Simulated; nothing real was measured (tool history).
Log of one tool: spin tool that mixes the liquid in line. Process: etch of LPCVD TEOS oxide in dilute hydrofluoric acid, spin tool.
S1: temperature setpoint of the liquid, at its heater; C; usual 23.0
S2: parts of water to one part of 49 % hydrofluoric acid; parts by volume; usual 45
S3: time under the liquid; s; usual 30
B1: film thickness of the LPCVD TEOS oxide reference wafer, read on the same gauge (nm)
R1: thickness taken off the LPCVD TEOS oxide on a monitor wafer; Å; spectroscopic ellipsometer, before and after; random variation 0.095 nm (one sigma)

run   hour    S1  S2  S3      B1     R1
  1    0.0  24.5  45  30  110.00  340.3
  2   13.9  24.5  45  30  109.99  340.6
  3   47.2  24.5  45  30  109.98  341.0
  4   62.1  23.0  45  30  110.02  318.4
  5   93.9  23.0  45  30  109.94  321.1
  6  117.3  23.0  45  30  110.01  320.1
  7  148.6  23.0  30  30  109.99  490.1
     165.3  -- hydrofluoric acid flow meter replaced
  8  172.1  23.0  30  30  109.98  439.0
  9  194.5  23.0  30  30  109.99  441.6
 10  220.4  23.0  45  30  110.04  287.5
 11  243.2  23.0  45  30  109.97  288.6
     252.8  -- gauge calibrated
 12  256.5  23.0  45  30  110.03  289.2
 13  273.2  23.0  45  30  110.03  290.5
 14  302.5  23.0  45  30  109.99  291.1
 15  316.3  28.0  35  35  110.00  538.7
 16  332.7  20.5  35  45  109.95  510.1
 17  353.1  23.0  60  30  110.02  213.4
 18  441.8  23.0  65  30  110.04  196.4
 19  457.4  23.0  45  35  110.03  339.9
 20  487.2  23.0  50  30  109.97  261.5
     497.6  -- thermometer replaced
 21  519.7  23.0  45  25  109.98  242.9
 22  539.2  20.5  60  30  110.01  193.7
 23  565.4  23.0  45  30  109.99  293.2
 24  597.4  25.5  35  15  110.02  213.3
 25  630.8  25.5  30  30  109.98  500.5
 26  643.6  19.5  35  30  110.04  328.7
 27  660.7  28.0  30  40  110.01  740.4
 28  678.5  23.0  45  30  110.03  296.3
 29  696.5  25.0  45  30  110.03  319.3
 30  709.4  26.5  45  30  110.01  341.9
 31  731.2  23.0  45  30  110.02  294.3
 32  747.2  26.5  55  30  110.03  276.1

5 ways to go on from here, each from the tool as it stands after run 32. What would each give?
  A  747.6  23.0  45  30   ?   ?
  B  747.6  27.0  30  30   ?   ?
  C  747.6  25.5  45  35   ?   ?
  D  747.6  24.5  30  30   ?   ?
  E  747.6  21.5  40  45   ?   ?

run      B1     R1
  A  110.02  296.0
  B  110.02  534.4
  C  110.02  382.9
  D  110.02  482.0
  E  110.02  471.9
Without the tool's hidden state the same runs would have given:
run     R1
  A  286.1
  B  516.8
  C  370.1
  D  466.1
  E  456.3

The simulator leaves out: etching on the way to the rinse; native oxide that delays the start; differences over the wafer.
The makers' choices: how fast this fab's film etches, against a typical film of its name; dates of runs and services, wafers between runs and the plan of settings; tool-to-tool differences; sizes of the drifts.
